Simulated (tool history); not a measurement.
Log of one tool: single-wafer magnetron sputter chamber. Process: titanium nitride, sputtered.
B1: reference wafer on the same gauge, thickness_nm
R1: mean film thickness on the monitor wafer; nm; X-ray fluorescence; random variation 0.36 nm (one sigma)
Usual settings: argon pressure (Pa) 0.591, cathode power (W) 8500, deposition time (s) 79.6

{"run": 1, "hour": 0.0, "argon pressure (Pa)": 0.591, "cathode power (W)": 7850, "deposition time (s)": 79.6, "B1": 128.034, "R1": 112.27}
{"run": 2, "hour": 104.8, "argon pressure (Pa)": 0.591, "cathode power (W)": 7850, "deposition time (s)": 79.6, "B1": 127.987, "R1": 111.739}
{"hour": 183.4, "done": "sputter target and shields replaced"}
{"run": 3, "hour": 183.9, "argon pressure (Pa)": 0.591, "cathode power (W)": 8000, "deposition time (s)": 79.6, "B1": 128.037, "R1": 115.028}
{"run": 4, "hour": 231.0, "argon pressure (Pa)": 0.591, "cathode power (W)": 8000, "deposition time (s)": 79.6, "B1": 128.015, "R1": 114.627}
{"run": 5, "hour": 405.9, "argon pressure (Pa)": 0.591, "cathode power (W)": 8000, "deposition time (s)": 79.6, "B1": 127.969, "R1": 113.165}
{"hour": 438.3, "done": "sputter target and shields replaced"}
{"hour": 509.8, "done": "gauge calibrated"}
{"hour": 703.8, "done": "sputter target and shields replaced"}
{"run": 6, "hour": 704.4, "argon pressure (Pa)": 0.591, "cathode power (W)": 10150, "deposition time (s)": 79.6, "B1": 127.949, "R1": 140.539}
{"hour": 798.8, "done": "magnet pack replaced"}
{"hour": 889.3, "done": "capacitance manometer re-zeroed and calibrated"}
{"run": 7, "hour": 991.4, "argon pressure (Pa)": 0.591, "cathode power (W)": 10150, "deposition time (s)": 79.6, "B1": 127.977, "R1": 137.057}
{"hour": 1025.5, "done": "sputter target and shields replaced"}
{"run": 8, "hour": 1088.3, "argon pressure (Pa)": 0.591, "cathode power (W)": 8500, "deposition time (s)": 66.9, "B1": 128.097, "R1": 100.548}
{"run": 9, "hour": 1150.3, "argon pressure (Pa)": 0.379, "cathode power (W)": 6600, "deposition time (s)": 79.6, "B1": 127.976, "R1": 106.075}
{"run": 10, "hour": 1223.3, "argon pressure (Pa)": 0.432, "cathode power (W)": 8500, "deposition time (s)": 75.2, "B1": 127.974, "R1": 119.747}
{"run": 11, "hour": 1263.1, "argon pressure (Pa)": 0.362, "cathode power (W)": 6750, "deposition time (s)": 69.1, "B1": 128.006, "R1": 93.779}
{"hour": 1294.7, "done": "sputter target and shields replaced"}
{"run": 12, "hour": 1307.6, "argon pressure (Pa)": 0.374, "cathode power (W)": 8500, "deposition time (s)": 71.8, "B1": 128.033, "R1": 118.37}
{"run": 13, "hour": 1345.8, "argon pressure (Pa)": 0.432, "cathode power (W)": 8500, "deposition time (s)": 75.2, "B1": 127.956, "R1": 120.618}
{"run": 14, "hour": 1425.4, "argon pressure (Pa)": 0.591, "cathode power (W)": 8500, "deposition time (s)": 68.4, "B1": 128.079, "R1": 102.817}

The next listed run, before its measurement:
{"run": 15, "hour": 1474.1, "argon pressure (Pa)": 0.591, "cathode power (W)": 8500, "deposition time (s)": 79.6, "B1": "?", "R1": "?"}

Run 15 gave B1 128.03, R1 118.722 nm.
Without the tool's hidden state the same run would have given R1 120.546 nm.
